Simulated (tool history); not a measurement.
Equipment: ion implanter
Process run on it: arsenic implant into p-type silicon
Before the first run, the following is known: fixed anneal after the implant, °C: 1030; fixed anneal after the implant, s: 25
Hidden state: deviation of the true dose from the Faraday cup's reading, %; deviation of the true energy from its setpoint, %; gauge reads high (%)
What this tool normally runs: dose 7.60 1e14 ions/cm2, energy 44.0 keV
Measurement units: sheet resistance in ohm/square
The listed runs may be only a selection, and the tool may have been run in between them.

| run | day | dose | energy | wafers since the last listed run | hours since the last dose calibration | hours since the extraction supply was calibrated | hours since the gauge calibration | read-back reference wafer on the same gauge, sheet resistance | sheet resistance |
|---|---|---|---|---|---|---|---|---|---|
| 1 | 0.000 | 7.60 | 44.0 | 0 | 438.9 | 3732.8 | 1465.6 | 105.12 | 127.51 |
| 2 | 2.308 | 7.60 | 44.0 | 933 | 494.3 | 3788.2 | 1521.0 | 105.03 | 126.76 |
| 3 | 5.146 | 8.42 | 44.0 | 1147 | 562.4 | 3856.3 | 1589.1 | 104.89 | 117.45 |
|  | 6.833 | Faraday cup replaced and dose calibrated |
| 4 | 8.571 | 7.60 | 44.0 | 1250 | 41.7 | 3938.5 | 1671.3 | 105.14 | 130.20 |
| 5 | 12.862 | 7.60 | 44.0 | 1735 | 144.7 | 4041.5 | 1774.3 | 105.01 | 127.56 |
| 6 | 14.408 | 7.60 | 44.0 | 625 | 181.8 | 4078.6 | 1811.4 | 104.72 | 128.09 |
| 7 | 16.042 | 7.60 | 44.0 | 660 | 221.0 | 4117.8 | 1850.6 | 105.06 | 127.07 |
|  | 18.708 | extraction supply calibrated |
| 8 | 20.167 | 7.60 | 44.0 | 1533 | 320.0 | 35.0 | 1949.6 | 104.90 | 126.85 |
| 9 | 23.179 | 8.36 | 33.5 | 1218 | 392.3 | 107.3 | 2021.9 | 104.95 | 124.25 |
| 10 | 28.675 | 8.36 | 33.5 | 2222 | 524.2 | 239.2 | 2153.8 | 105.20 | 121.83 |
|  | 31.325 | Faraday cup replaced and dose calibrated |
| 11 | 31.721 | 8.36 | 33.5 | 1096 | 9.5 | 312.3 | 2226.9 | 105.01 | 126.12 |
| 12 | 35.375 | 7.60 | 44.0 | 1477 | 97.2 | 400.0 | 2314.6 | 104.82 | 128.54 |
| 13 | 38.662 | 7.60 | 44.0 | 1329 | 176.1 | 478.9 | 2393.5 | 105.09 | 125.85 |
| 14 | 41.167 | 7.60 | 44.0 | 1012 | 236.2 | 539.0 | 2453.6 | 105.11 | 127.48 |
| 15 | 45.446 | 7.60 | 44.0 | 1730 | 338.9 | 641.7 | 2556.3 | 104.84 | 126.09 |
|  | 47.596 | gauge calibrated |
| 16 | 48.996 | 7.60 | 32.0 | 1435 | 424.1 | 726.9 | 33.6 | 104.77 | 132.41 |
| 17 | 51.442 | 7.60 | 32.0 | 989 | 482.8 | 785.6 | 92.3 | 104.96 | 131.63 |
|  | 52.258 | Faraday cup replaced and dose calibrated |
| 18 | 54.325 | 5.44 | 57.0 | 1031 | 49.6 | 854.8 | 161.5 | 105.09 | 162.53 |
| 19 | 58.362 | 8.82 | 33.5 | 1632 | 146.5 | 951.7 | 258.4 | 104.80 | 120.62 |
| 20 | 60.242 | 7.60 | 48.5 | 759 | 191.6 | 996.8 | 303.5 | 105.08 | 127.13 |
| 21 | 61.821 | 7.60 | 44.0 | 638 | 229.5 | 1034.7 | 341.4 | 104.94 | 127.77 |
| 22 | 64.083 | 7.60 | 44.0 | 914 | 283.8 | 1089.0 | 395.7 | 105.03 | 128.35 |
| 23 | 67.771 | 9.28 | 31.5 | 1491 | 372.3 | 1177.5 | 484.2 | 105.23 | 116.36 |
| 24 | 70.379 | 9.49 | 31.5 | 1054 | 434.9 | 1240.1 | 546.8 | 104.89 | 113.48 |
| 25 | 72.271 | 8.38 | 51.5 | 764 | 480.3 | 1285.5 | 592.2 | 104.92 | 114.34 |
| 26 | 73.979 | 5.44 | 44.0 | 690 | 521.3 | 1326.5 | 633.2 | 104.96 | 160.99 |
|  | 74.400 | Faraday cup replaced and dose calibrated |
| 27 | 78.042 | 7.60 | 30.0 | 1508 | 87.4 | 1424.0 | 730.7 | 105.12 | 137.62 |
| 28 | 79.725 | 7.60 | 44.0 | 680 | 127.8 | 1464.4 | 771.1 | 104.96 | 129.24 |
| 29 | 82.538 | 7.60 | 44.0 | 1137 | 195.3 | 1531.9 | 838.6 | 104.97 | 130.59 |
| 30 | 84.904 | 8.88 | 59.0 | 957 | 252.1 | 1588.7 | 895.4 | 104.95 | 110.10 |
| 31 | 87.688 | 5.79 | 54.5 | 1125 | 318.9 | 1655.5 | 962.2 | 104.93 | 152.19 |
| 32 | 90.746 | 9.09 | 58.5 | 1236 | 392.3 | 1728.9 | 1035.6 | 104.81 | 107.53 |
| 33 | 93.025 | 6.51 | 58.0 | 921 | 447.0 | 1783.6 | 1090.3 | 105.07 | 138.35 |
| 34 | 95.575 | 8.35 | 55.5 | 1031 | 508.2 | 1844.8 | 1151.5 | 105.08 | 114.79 |
| 35 | 99.433 | 5.72 | 57.0 | 1560 | 600.8 | 1937.4 | 1244.1 | 105.25 | 150.07 |
|  | 99.925 | Faraday cup replaced and dose calibrated |
| 36 | 101.546 | 7.60 | 54.0 | 719 | 38.9 | 1988.1 | 1294.8 | 105.33 | 125.97 |
| 37 | 103.188 | 7.60 | 50.0 | 663 | 78.3 | 2027.5 | 1334.2 | 104.94 | 127.73 |

Subtracting, for every run, the result it would have given without the tool's unlogged condition from the measured result gives the following. The same run-to-run variation enters both numbers; the gauge's scatter may not:
| run | sheet resistance |
|---|---|
| 1 | -3.56 |
| 2 | -3.99 |
| 3 | -4.10 |
| 4 | -0.88 |
| 5 | -1.70 |
| 6 | -2.01 |
| 7 | -2.31 |
| 8 | -3.09 |
| 9 | -3.45 |
| 10 | -4.34 |
| 11 | -1.06 |
| 12 | -1.83 |
| 13 | -2.42 |
| 14 | -2.94 |
| 15 | -3.71 |
| 16 | -4.54 |
| 17 | -4.99 |
| 18 | -0.90 |
| 19 | -1.30 |
| 20 | -1.83 |
| 21 | -2.14 |
| 22 | -2.59 |
| 23 | -2.75 |
| 24 | -3.06 |
| 25 | -3.69 |
| 26 | -5.85 |
| 27 | -0.10 |
| 28 | -0.43 |
| 29 | -0.99 |
| 30 | -1.24 |
| 31 | -2.44 |
| 32 | -2.16 |
| 33 | -3.37 |
| 34 | -3.15 |
| 35 | -5.18 |
| 36 | -0.86 |
| 37 | -1.18 |
